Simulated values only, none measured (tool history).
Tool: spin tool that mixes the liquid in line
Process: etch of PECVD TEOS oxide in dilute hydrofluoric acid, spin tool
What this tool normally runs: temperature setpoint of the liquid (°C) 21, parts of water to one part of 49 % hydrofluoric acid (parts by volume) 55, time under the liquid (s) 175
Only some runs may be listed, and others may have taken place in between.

| run | hour | temperature setpoint of the liquid (°C) | parts of water to one part of 49 % hydrofluoric acid (parts by volume) | time under the liquid (s) | read-back film thickness of the PECVD TEOS oxide reference wafer, read on the same gauge (nm) | thickness taken off the PECVD TEOS oxide on a monitor wafer (Å) |
|---|---|---|---|---|---|---|
| 1 | 0 | 21 | 55 | 175 | 79.96 | 385.3 |
| 2 | 12.9 | 21 | 55 | 175 | 79.97 | 385 |
| 3 | 30.8 | 21 | 55 | 175 | 80.02 | 383.3 |
| 4 | 43.5 | 21 | 55 | 175 | 80.01 | 383.7 |
| 5 | 57.2 | 21 | 55 | 175 | 80.02 | 383.9 |
| 6 | 65.9 | 21 | 55 | 175 | 79.97 | 382.9 |
|  | 77.3 | hydrofluoric acid flow meter replaced |
| 7 | 77.8 | 21 | 55 | 175 | 80 | 334.6 |
|  | 84.9 | gauge calibrated |
| 8 | 89.8 | 21 | 35 | 175 | 79.96 | 536.5 |
| 9 | 98.3 | 21 | 35 | 175 | 80.05 | 537.6 |
| 10 | 107.6 | 17 | 45 | 175 | 80 | 346.7 |
| 11 | 119.2 | 21 | 55 | 215 | 80.03 | 409.8 |
| 12 | 125.5 | 21 | 65 | 140 | 80 | 223.1 |
|  | 130.4 | thermometer replaced |
| 13 | 140.4 | 21 | 55 | 115 | 80.06 | 247 |
| 14 | 165.6 | 22.5 | 65 | 130 | 79.99 | 249 |
| 15 | 172.1 | 24.5 | 65 | 215 | 79.98 | 445.3 |

Alternative continuations, all from the tool just after run 15; predict every row:
| A | 172.6 | 21 | 40 | 175 | ? | ? |
| B | 172.6 | 17 | 55 | 120 | ? | ? |
| C | 172.6 | 23.5 | 75 | 100 | ? | ? |
| D | 172.6 | 21 | 65 | 255 | ? | ? |
| E | 172.6 | 25 | 70 | 175 | ? | ? |

| run | read-back film thickness of the PECVD TEOS oxide reference wafer, read on the same gauge (nm) | thickness taken off the PECVD TEOS oxide on a monitor wafer (Å) |
|---|---|---|
| A | 80.01 | 527 |
| B | 80.01 | 217.5 |
| C | 80.01 | 170.6 |
| D | 80.01 | 458.4 |
| E | 80.01 | 342 |
Take away the tool's hidden state, keep each run's random variation, and the runs would have read:
| run | thickness taken off the PECVD TEOS oxide on a monitor wafer (Å) |
|---|---|
| A | 528.3 |
| B | 218 |
| C | 170.9 |
| D | 459.4 |
| E | 342.7 |

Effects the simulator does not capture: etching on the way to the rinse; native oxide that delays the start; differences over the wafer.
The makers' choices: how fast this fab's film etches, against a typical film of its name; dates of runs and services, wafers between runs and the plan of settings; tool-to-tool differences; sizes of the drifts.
